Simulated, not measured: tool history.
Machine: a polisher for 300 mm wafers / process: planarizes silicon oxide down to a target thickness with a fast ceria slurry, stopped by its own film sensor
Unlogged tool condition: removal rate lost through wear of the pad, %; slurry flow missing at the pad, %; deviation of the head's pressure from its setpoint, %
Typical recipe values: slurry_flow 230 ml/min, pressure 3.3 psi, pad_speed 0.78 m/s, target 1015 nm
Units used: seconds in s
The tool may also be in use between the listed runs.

run,hour,slurry_flow,pressure,pad_speed,target,wafers since the last listed run,wafers polished on this pad,hours since the slurry nozzle was cleaned,hours since the head pressure was calibrated,"incoming thickness of the incoming film, nm",seconds
1,0,230,3.3,0.78,1015,0,995,204.9,51.5,1896.1,55.3
2,25,230,3.3,0.78,1015,271,1266,229.9,76.5,1854.5,53.8
3,75.8,230,3.3,0.78,1015,551,1817,280.7,127.3,1873.5,55.4
4,133.4,230,3.3,0.78,1015,624,2442,338.3,184.9,1873.5,57
5,168.1,230,3.3,0.78,1015,376,2818,373,219.6,1856,56.4
6,233.1,190,3.3,0.78,1015,705,3523,438,284.6,1878.3,58.4
7,279.7,190,3.3,0.78,1015,505,4029,484.6,331.2,1843,57
# hour 324.9: worn pad replaced by a new one
8,338.5,230,3.3,0.78,1015,594,147,543.4,390,1886.6,53.8
9,392.9,230,2.4,0.78,1015,590,737,597.8,444.4,1879.2,69.2
10,430.4,230,2.4,0.78,1015,406,1144,635.3,481.9,1851.1,70.7
# hour 455.4: slurry nozzle cleaned
11,470,230,3.3,0.78,1015,418,1562,14.6,521.5,1899.8,57.9
12,521.9,230,3.3,0.78,1015,562,2125,66.5,573.4,1898.7,57.9
# hour 548.6: head pressure recalibrated
13,581.9,230,3.3,0.78,1171,629,2754,126.5,33.3,1861.3,46.1
14,610,230,3.3,0.78,1171,304,3059,154.6,61.4,1858.8,46.5
15,639.4,230,3.3,0.78,1171,318,3378,184,90.8,1849.4,44.1
# hour 662.1: worn pad replaced by a new one
16,695.5,230,3.3,0.78,1015,565,361,240.1,146.9,1871.4,52
17,814.4,230,3.3,0.78,1015,1289,1651,359,265.8,1842.2,52.3
18,840.3,230,3.3,0.78,1015,280,1932,384.9,291.7,1884.2,56.2
19,872.4,300,3.3,0.78,1258,348,2280,417,323.8,1896.3,39.5
20,936.3,230,3.3,0.78,1015,693,2973,480.9,387.7,1861.2,55.6
21,961,275,2.4,1,746,267,3241,505.6,412.4,1897.3,76.1
22,1009.9,230,3.3,0.66,937,530,3772,554.5,461.3,1836.6,71.6
# hour 1042.2: worn pad replaced by a new one
23,1050.4,230,2.3,0.78,1015,395,88,595,501.8,1876.2,67.8
# hour 1110.8: slurry nozzle cleaned
24,1191.4,205,3.3,0.78,1175,1518,1607,80.6,642.8,1893.3,45.8
# hour 1202.3: head pressure recalibrated
25,1253.8,230,3.3,0.78,1015,655,2262,143,51.5,1870.8,56.3
26,1315.8,230,3.3,0.6,916,672,2934,205,113.5,1865.5,82.5
27,1386.5,230,3.3,0.88,1015,766,3701,275.7,184.2,1827.6,49
# hour 1431.2: worn pad replaced by a new one
28,1441.5,230,3.3,0.62,860,553,112,330.7,239.2,1875.7,75.6
29,1498.8,230,3.3,1.02,1130,621,733,388,296.5,1862,34.6
30,1555.5,230,3.3,0.78,1134,615,1348,444.7,353.2,1864.2,47
31,1582.6,230,2.7,0.78,1102,293,1642,471.8,380.3,1875.5,58.7
32,1612.7,230,3.3,0.7,1015,326,1969,501.9,410.4,1895,64.1
33,1661.6,230,3.3,0.58,1015,530,2499,550.8,459.3,1890.9,79.4
34,1725.1,230,3.7,0.96,1119,688,3188,614.3,522.8,1841.9,35.6
35,1781.3,230,4.3,0.78,722,609,3798,670.5,579,1891.9,61.6
# hour 1795.4: slurry nozzle cleaned
# hour 1828.4: worn pad replaced by a new one
36,1834.5,230,3.3,0.78,1015,522,65,39.1,632.2,1885.9,51.5
# hour 1855.3: head pressure recalibrated
37,1865.1,230,3.3,0.78,1015,310,376,69.7,9.8,1878.8,53.5

A few steps of seconds between consecutive runs. Split each: what settings, incoming material and random variation would produce without the hidden state, and what is left over for the hidden state, along with gauge scatter present in only one of the two compared results (measured, and without hidden state):
Run 7 -> 8: slurry_flow 190 -> 230, worn pad replaced by a new one. seconds -3.2 s: hidden state -6, all else +2.8.
Run 22 -> 23: pressure 3.3 -> 2.3, pad_speed 0.66 -> 0.78, target 937 -> 1015, worn pad replaced by a new one. seconds -3.8 s: hidden state -7.9, all else +4.1.
Run 26 -> 27: pad_speed 0.6 -> 0.88, target 916 -> 1015. seconds -33.5 s: hidden state -3.5, all else -30.
Run 28 -> 29: pad_speed 0.62 -> 1.02, target 860 -> 1130. seconds -41 s: hidden state +0.6, all else -41.6.
Run 33 -> 34: pressure 3.3 -> 3.7, pad_speed 0.58 -> 0.96, target 1015 -> 1119. seconds -43.8 s: hidden state -5, all else -38.8.
Run 35 -> 36: pressure 4.3 -> 3.3, target 722 -> 1015, slurry nozzle cleaned, worn pad replaced by a new one. seconds -10.1 s: hidden state -7.2, all else -2.9.
